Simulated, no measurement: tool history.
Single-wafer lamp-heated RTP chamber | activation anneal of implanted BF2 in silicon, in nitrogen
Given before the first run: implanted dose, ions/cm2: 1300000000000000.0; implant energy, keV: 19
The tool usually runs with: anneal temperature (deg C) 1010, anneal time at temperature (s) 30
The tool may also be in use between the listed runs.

run	hour	anneal temperature (deg C)	anneal time at temperature (s)	read-back reference wafer on the same gauge, sheet resistance	sheet resistance of the implanted and annealed layer (ohm/square)
1	0	1025	17	138.29	162.22
2	6.2	1025	17	137.92	161.96
3	18.1	1025	17	137.96	162.16
4	29.9	999	30	138.07	174.88
5	38	999	30	137.85	173.87
6	51.8	999	30	137.87	173.97
7	62.1	1017	30	137.95	152.84
# hour 77.7: pyrometer window cleaned and pyrometer calibrated
8	78.2	1010	30	137.97	160.16
# hour 85.2: gauge calibrated
9	85.5	1010	30	138.15	160.34
# hour 94.2: reflector plate cleaned
10	94.7	1010	30	138.2	169.71
11	111.5	1010	30	138.1	169.83
12	121.2	1010	30	138.19	168.74
13	133.4	1021	35	138.03	151.43
14	140.8	1010	30	137.97	168.75
15	154.3	1020	41	138.04	147.96
16	160.4	980	44	138.01	200.99
17	174	1035	15	137.73	161.06
18	180.3	1036	44	137.98	132.57
19	198.2	1010	30	137.88	165.46
20	209.4	1001	13	138.02	206.81
21	226.3	1036	18	137.91	152.33
# hour 233.2: gauge calibrated
22	240.9	1032	37	137.97	138.46

Each row is a separate what-if for the run after 22, all from the same tool condition, not one after another. Results?
A	241.3	1010	30	?	?
B	241.3	991	36	?	?
C	241.3	1010	21	?	?

run	read-back reference wafer on the same gauge, sheet resistance	sheet resistance of the implanted and annealed layer (ohm/square)
A	138.12	163.62
B	138.12	185.56
C	138.12	175.35
Stripped of hidden state, with their random variation kept, the same runs would have yielded:
run	sheet resistance of the implanted and annealed layer (ohm/square)
A	170.55
B	194.8
C	182.76

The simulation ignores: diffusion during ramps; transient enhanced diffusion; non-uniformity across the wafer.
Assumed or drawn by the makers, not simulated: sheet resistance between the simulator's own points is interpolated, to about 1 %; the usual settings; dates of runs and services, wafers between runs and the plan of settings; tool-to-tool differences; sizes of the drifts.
